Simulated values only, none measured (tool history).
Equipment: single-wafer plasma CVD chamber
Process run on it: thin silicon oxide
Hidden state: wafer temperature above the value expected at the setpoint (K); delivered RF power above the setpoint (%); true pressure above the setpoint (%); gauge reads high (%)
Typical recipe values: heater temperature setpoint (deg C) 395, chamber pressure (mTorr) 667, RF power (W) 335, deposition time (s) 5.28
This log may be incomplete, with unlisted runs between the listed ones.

run    hour  heater temperature setpoint (deg C)  chamber pressure (mTorr)  RF power (W)  deposition time (s)  wafers since the last listed run  hours since the last thermocouple change  hours since the last RF generator calibration  hours since the last manometer calibration  hours since the showerhead was replaced  hours since the gauge calibration  read-back reference wafer on the same gauge, thickness_nm  mean film thickness on the monitor wafer (angstrom)
  1     0.0                                  395                       667           335                 5.28                                 0                                     591.9                                         1484.1                                       304.7                                   2628.9                              924.3                                                      9.532                                                85.00
  2    58.4                                  395                       667           335                 5.28                               945                                     650.3                                         1542.5                                       363.1                                   2687.3                              982.7                                                      9.533                                                85.17
  3   150.1                                  395                       667           335                 5.28                              1483                                     742.0                                         1634.2                                       454.8                                   2779.0                             1074.4                                                      9.568                                                85.04
  4   188.5                                  395                       667           335                 5.28                               621                                     780.4                                         1672.6                                       493.2                                   2817.4                             1112.8                                                      9.572                                                85.27
  5   244.4                                  395                       667           335                 5.28                               904                                     836.3                                         1728.5                                       549.1                                   2873.3                             1168.7                                                      9.561                                                86.48
  6   512.1                                  395                       667           335                 5.28                              4332                                    1104.0                                         1996.2                                       816.8                                   3141.0                             1436.4                                                      9.563                                                86.66
  7   590.7                                  395                       667           335                 5.28                              1271                                    1182.6                                         2074.8                                       895.4                                   3219.6                             1515.0                                                      9.588                                                85.99
  8   635.9                                  395                       667           335                 5.28                               731                                    1227.8                                         2120.0                                       940.6                                   3264.8                             1560.2                                                      9.587                                                85.12
  9   707.9                                  395                       667           335                 5.28                              1165                                    1299.8                                         2192.0                                      1012.6                                   3336.8                             1632.2                                                      9.557                                                86.32
      743.9  -- RF generator calibrated
 10   765.5                                  395                       667           335                 5.28                               802                                    1357.4                                           21.6                                      1070.2                                   3394.4                             1689.8                                                      9.556                                                85.00
      824.9  -- capacitance manometer re-zeroed and calibrated
 11   845.7                                  395                       667           335                 5.28                              1168                                    1437.6                                          101.8                                        20.8                                   3474.6                             1770.0                                                      9.594                                                85.28
 12   948.4                                  395                       833           335                 5.28                              1661                                    1540.3                                          204.5                                       123.5                                   3577.3                             1872.7                                                      9.585                                               104.93
 13   989.9                                  405                       790           390                 6.30                               671                                    1581.8                                          246.0                                       165.0                                   3618.8                             1914.2                                                      9.615                                               127.02
     1008.1  -- showerhead replaced
 14  1094.0                                  395                       667           335                 5.28                              1555                                    1685.9                                          350.1                                       269.1                                     85.9                             2018.3                                                      9.585                                                85.21
     1114.4  -- gauge calibrated
 15  1198.4                                  402                       667           335                 4.26                              1689                                    1790.3                                          454.5                                       373.5                                    190.3                               84.0                                                      9.360                                                68.09
     1217.7  -- thermocouple changed; heater temperature recalibrated
 16  1264.0                                  405                       667           335                 5.28                               932                                      46.3                                          520.1                                       439.1                                    255.9                              149.6                                                      9.379                                                83.88
 17  1307.4                                  404                       667           295                 5.28                               702                                      89.7                                          563.5                                       482.5                                    299.3                              193.0                                                      9.418                                                79.46
 18  1381.4                                  395                       714           335                 4.63                              1197                                     163.7                                          637.5                                       556.5                                    373.3                              267.0                                                      9.409                                                78.48
 19  1427.2                                  395                       667           335                 5.28                               741                                     209.5                                          683.3                                       602.3                                    419.1                              312.8                                                      9.428                                                84.29
 20  1530.1                                  391                       808           335                 5.28                              1665                                     312.4                                          786.2                                       705.2                                    522.0                              415.7                                                      9.459                                               102.02
 21  1636.6                                  402                       667           335                 5.28                              1723                                     418.9                                          892.7                                       811.7                                    628.5                              522.2                                                      9.482                                                84.41

Measured result minus the same run's result without the hidden state. Both carry the same run-to-run variation, though not necessarily the same gauge scatter:
run  mean film thickness on the monitor wafer (angstrom)
  1                                                +1.47
  2                                                +1.51
  3                                                +1.58
  4                                                +1.60
  5                                                +1.66
  6                                                +1.77
  7                                                +1.79
  8                                                +1.78
  9                                                +1.82
 10                                                +1.81
 11                                                +1.83
 12                                                +2.28
 13                                                +2.77
 14                                                +1.87
 15                                                -0.10
 16                                                +0.07
 17                                                +0.18
 18                                                +0.34
 19                                                +0.47
 20                                                +0.80
 21                                                +0.84

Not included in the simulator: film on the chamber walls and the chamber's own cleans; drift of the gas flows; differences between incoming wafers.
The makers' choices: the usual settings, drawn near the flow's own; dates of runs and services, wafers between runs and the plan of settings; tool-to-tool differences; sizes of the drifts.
